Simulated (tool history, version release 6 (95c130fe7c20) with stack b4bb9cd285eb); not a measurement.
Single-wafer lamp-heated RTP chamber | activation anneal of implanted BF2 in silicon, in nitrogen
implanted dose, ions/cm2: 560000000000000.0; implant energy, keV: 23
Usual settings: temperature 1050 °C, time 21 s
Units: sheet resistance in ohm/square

run    hour  temperature  time  wafers since the last listed run  wafers since the last pyrometer calibration  wafers since the reflector plate was cleaned  hours since the gauge calibration  read-back reference wafer on the same gauge, sheet resistance  sheet resistance
  1       0         1050    21                                 0                                         7674                                          3631                              658.9                                                            193            205.23
  2    46.3         1050    21                               390                                         8064                                          4021                              705.2                                                         192.91             205.6
  3   108.7         1050    31                               525                                         8590                                          4547                              767.6                                                          192.9            202.75
  4     137         1050    31                               238                                         8829                                          4786                              795.9                                                         192.96            202.19
  5   161.5         1050    31                               206                                         9035                                          4992                              820.4                                                         193.01            201.89
      206.1  -- pyrometer window cleaned and pyrometer calibrated
  6   219.1         1050    21                               418                                          109                                          5410                                878                                                         192.99            204.63
  7   276.5         1050    21                               483                                          593                                          5894                              935.4                                                         192.96            204.55
  8   321.7         1050    21                               380                                          974                                          6275                              980.6                                                         193.01             204.7
  9   358.4         1050    21                               309                                         1283                                          6584                             1017.3                                                         193.04            205.19
 10   405.3         1050    21                               395                                         1679                                          6979                             1064.2                                                         192.97             203.7
 11   460.6         1032    28                               466                                         2145                                          7446                             1119.5                                                         192.92            206.58
 12     509         1050    25                               407                                         2553                                          7854                             1167.9                                                         193.03            202.68
 13   542.8         1050    25                               284                                         2838                                          8138                             1201.7                                                         192.97            203.31
 14   573.5         1050    25                               258                                         3096                                          8397                             1232.4                                                            193            202.63
 15   635.4         1041    17                               521                                         3618                                          8919                             1294.3                                                         192.92            207.63
 16   663.8         1032    31                               239                                         3857                                          9158                             1322.7                                                          192.9            204.56
 17   694.8         1038    10                               261                                         4119                                          9420                             1353.7                                                         192.88            211.63
 18     722         1024    12                               229                                         4348                                          9649                             1380.9                                                         193.02             214.1
      762.9  -- reflector plate cleaned
 19   801.5         1050    21                               602                                         4951                                           325                             1460.4                                                         193.12            205.19
 20   847.3         1050    21                               386                                         5337                                           711                             1506.2                                                          193.1            204.72
 21     874         1060    26                               225                                         5562                                           936                             1532.9                                                         192.97            201.82
      912.3  -- gauge calibrated
 22   937.7         1073    21                               536                                         6099                                          1473                               25.4                                                         193.01             201.9
 23  1002.4         1032    32                               545                                         6644                                          2018                               90.1                                                         193.04            206.71
 24  1064.5         1071    30                               523                                         7167                                          2542                              152.2                                                         193.15            200.12
 25  1093.8         1050    21                               246                                         7414                                          2789                              181.5                                                         193.06            205.52
     1113.1  -- pyrometer window cleaned and pyrometer calibrated
 26  1153.5         1050    21                               435                                          340                                          3225                              241.2                                                         193.03            204.73
 27  1219.5         1028    11                               556                                          896                                          3781                              307.2                                                         193.02            214.55
 28  1287.2         1050    21                               570                                         1467                                          4351                              374.9                                                         192.94            204.95
 29  1341.3         1030    11                               455                                         1923                                          4807                                429                                                         193.06            213.44
 30  1365.6         1050    21                               204                                         2128                                          5012                              453.3                                                         193.05            204.68
 31  1424.6         1022    21                               497                                         2625                                          5510                              512.3                                                         192.86            211.03
 32  1477.2         1050    27                               443                                         3068                                          5953                              564.9                                                         193.01            202.59
 33    1504         1025    21                               225                                         3294                                          6179                              591.7                                                         193.15            209.17
 34    1529         1050    21                               210                                         3505                                          6390                              616.7                                                         193.06            203.62
 35  1586.6         1035    16                               485                                         3990                                          6875                              674.3                                                         193.07            209.87
 36  1656.1         1073    30                               585                                         4576                                          7461                              743.8                                                         192.99            198.24
 37  1705.6         1058    30                               417                                         4993                                          7878                              793.3                                                         192.99            200.09
 38  1762.2         1050    21                               477                                         5470                                          8355                              849.9                                                         193.03            204.11

Forecast each of these 3 alternatives for the next run:
  A  1762.6         1050    21                                 3                                         5474                                          8358                              850.3                                                              ?                 ?
  B  1762.6         1024     9                                 3                                         5474                                          8358                              850.3                                                              ?                 ?
  C  1762.6         1071    26                                 3                                         5474                                          8358                              850.3                                                              ?                 ?

run  read-back reference wafer on the same gauge, sheet resistance  sheet resistance
  A                                                            193             203.7
  B                                                            193            215.87
  C                                                            193            199.26
Without the tool's hidden state the same runs would have given:
run  sheet resistance
  A            204.98
  B            218.19
  C            200.21
